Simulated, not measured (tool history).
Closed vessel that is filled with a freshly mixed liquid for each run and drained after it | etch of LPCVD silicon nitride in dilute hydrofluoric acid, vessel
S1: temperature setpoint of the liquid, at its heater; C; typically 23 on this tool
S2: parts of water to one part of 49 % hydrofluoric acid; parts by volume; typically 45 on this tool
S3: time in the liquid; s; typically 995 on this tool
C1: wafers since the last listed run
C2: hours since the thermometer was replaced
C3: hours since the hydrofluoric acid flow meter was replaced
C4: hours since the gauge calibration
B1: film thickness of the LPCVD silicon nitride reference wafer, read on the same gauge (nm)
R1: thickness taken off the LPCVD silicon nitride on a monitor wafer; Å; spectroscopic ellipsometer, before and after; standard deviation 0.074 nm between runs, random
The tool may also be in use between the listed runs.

run 1 day=0 | S1=23 S2=45 S3=1175 | C1=0 C2=1740 C3=2430.9 C4=605.6 | B1=139.99 | R1=127.4
run 2 day=0.812 | S1=23 S2=45 S3=1175 | C1=1298 C2=1759.5 C3=2450.4 C4=625.1 | B1=140.02 | R1=126.7
run 3 day=1.7 | S1=23 S2=45 S3=995 | C1=1418 C2=1780.8 C3=2471.7 C4=646.4 | B1=140 | R1=107.9
run 4 day=2.396 | S1=23 S2=45 S3=995 | C1=1112 C2=1797.5 C3=2488.4 C4=663.1 | B1=140.01 | R1=106.9
run 5 day=3.129 | S1=23 S2=45 S3=995 | C1=1172 C2=1815.1 C3=2506 C4=680.7 | B1=140.03 | R1=109.2
run 6 day=4.171 | S1=23 S2=45 S3=995 | C1=1665 C2=1840.1 C3=2531 C4=705.7 | B1=140.01 | R1=106.8
run 7 day=5.458 | S1=23 S2=45 S3=995 | C1=2058 C2=1871 C3=2561.9 C4=736.6 | B1=140 | R1=109.2
run 8 day=6.646 | S1=23 S2=45 S3=995 | C1=1898 C2=1899.5 C3=2590.4 C4=765.1 | B1=140 | R1=108
run 9 day=7.425 | S1=23 S2=45 S3=995 | C1=1245 C2=1918.2 C3=2609.1 C4=783.8 | B1=140 | R1=108.9
-- day=7.95 gauge calibrated
run 10 day=8.592 | S1=23 S2=45 S3=995 | C1=1865 C2=1946.2 C3=2637.1 C4=15.4 | B1=139.99 | R1=108.2
-- day=8.812 hydrofluoric acid flow meter replaced
run 11 day=9.521 | S1=23 S2=45 S3=995 | C1=1418 C2=1968.5 C3=17 C4=37.7 | B1=139.99 | R1=109.4
run 12 day=10.579 | S1=23 S2=50 S3=770 | C1=1691 C2=1993.9 C3=42.4 C4=63.1 | B1=139.98 | R1=75.7
run 13 day=11.625 | S1=23 S2=45 S3=995 | C1=1671 C2=2019 C3=67.5 C4=88.2 | B1=140 | R1=109.4
run 14 day=12.871 | S1=23 S2=45 S3=995 | C1=1991 C2=2048.9 C3=97.4 C4=118.1 | B1=140 | R1=110.3
run 15 day=14.3 | S1=23 S2=30 S3=995 | C1=2284 C2=2083.2 C3=131.7 C4=152.4 | B1=139.98 | R1=163.2
-- day=14.812 thermometer replaced
run 16 day=14.888 | S1=24.5 S2=60 S3=695 | C1=872 C2=1.8 C3=145.8 C4=166.5 | B1=139.96 | R1=56.1
run 17 day=16.246 | S1=23 S2=55 S3=995 | C1=2171 C2=34.4 C3=178.4 C4=199.1 | B1=140 | R1=78.1
run 18 day=17.308 | S1=23 S2=30 S3=610 | C1=1698 C2=59.9 C3=203.9 C4=224.6 | B1=140.01 | R1=86.8
run 19 day=17.908 | S1=23 S2=30 S3=610 | C1=959 C2=74.3 C3=218.3 C4=239 | B1=139.96 | R1=87.4
run 20 day=19.308 | S1=23 S2=45 S3=995 | C1=2238 C2=107.9 C3=251.9 C4=272.6 | B1=140 | R1=95.9
run 21 day=20.171 | S1=23 S2=55 S3=995 | C1=1378 C2=128.6 C3=272.6 C4=293.3 | B1=140 | R1=78.6
run 22 day=24.367 | S1=27 S2=45 S3=995 | C1=6707 C2=229.3 C3=373.3 C4=394 | B1=139.99 | R1=126.2
run 23 day=25.804 | S1=25.5 S2=65 S3=995 | C1=2298 C2=263.8 C3=407.8 C4=428.5 | B1=139.99 | R1=80.3

Branching from run 23: 5 alternative next runs. What would each branch give?
run A day=25.842 | S1=23 S2=45 S3=1245 | C1=59 C2=264.7 C3=408.7 C4=429.4 | B1=? | R1=?
run B day=25.842 | S1=23 S2=60 S3=780 | C1=59 C2=264.7 C3=408.7 C4=429.4 | B1=? | R1=?
run C day=25.842 | S1=26 S2=45 S3=995 | C1=59 C2=264.7 C3=408.7 C4=429.4 | B1=? | R1=?
run D day=25.842 | S1=23 S2=45 S3=1225 | C1=59 C2=264.7 C3=408.7 C4=429.4 | B1=? | R1=?
run E day=25.842 | S1=23 S2=45 S3=1385 | C1=59 C2=264.7 C3=408.7 C4=429.4 | B1=? | R1=?

run=A B1=140.02 R1=122.5
run=B B1=140.02 R1=57.9
run=C B1=140.02 R1=119.8
run=D B1=140.02 R1=120.6
run=E B1=140.02 R1=136.3
Without the tool's unlogged condition, the same runs would have read:
run=A R1=118.9
run=B R1=56.2
run=C R1=116.3
run=D R1=117
run=E R1=132.3
